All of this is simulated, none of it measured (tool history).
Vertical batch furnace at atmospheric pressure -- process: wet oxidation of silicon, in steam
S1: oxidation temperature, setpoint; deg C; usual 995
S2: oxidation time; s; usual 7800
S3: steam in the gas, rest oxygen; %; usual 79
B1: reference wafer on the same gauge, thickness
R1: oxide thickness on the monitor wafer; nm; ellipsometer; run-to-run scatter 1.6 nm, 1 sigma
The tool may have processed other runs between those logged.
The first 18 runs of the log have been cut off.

run	hour	S1	S2	S3	B1	R1
# hour 741.4: thermocouples replaced and temperature profile calibrated
19	772.9	995	7800	79	508.48	561.13
20	806.6	995	7800	73	508.58	533.90
21	854.5	1009	9420	79	506.29	690.82
22	916.1	1006	7800	70	507.25	555.46
# hour 950.9: steam generator serviced
23	975.4	995	7800	79	505.97	559.54
24	1003.8	1010	7800	79	506.25	615.56
25	1040.3	995	9360	79	505.67	630.48
26	1072.3	972	9720	86	505.67	585.42
27	1096.9	995	7800	79	504.74	559.28
28	1151.7	1004	6780	79	504.64	538.88
29	1215.4	981	10050	79	504.10	601.02
# hour 1216.7: gauge calibrated
30	1248.5	977	6570	79	516.50	449.11
31	1306.4	995	5340	70	516.13	408.32
32	1363.2	995	7800	79	516.34	571.03
33	1393.4	995	7800	68	515.73	513.81
34	1449.8	1002	5010	85	514.56	466.05
35	1513.7	995	11310	79	514.78	721.93
36	1572.0	981	7800	79	514.37	518.46
37	1624.0	987	6510	68	513.23	430.03
38	1661.8	995	4410	69	513.98	350.82

4 ways to go on from here, each from the tool as it stands after run 38. What would each give?
A	1667.4	995	11490	79	?	?
B	1667.4	995	4410	79	?	?
C	1667.4	975	9990	75	?	?
D	1667.4	995	7800	82	?	?

run	B1	R1
A	513.78	726.08
B	513.78	386.97
C	513.78	564.45
D	513.78	581.13
With no hidden state in the tool, these same runs would have given:
run	R1
A	730.27
B	389.20
C	567.70
D	584.48
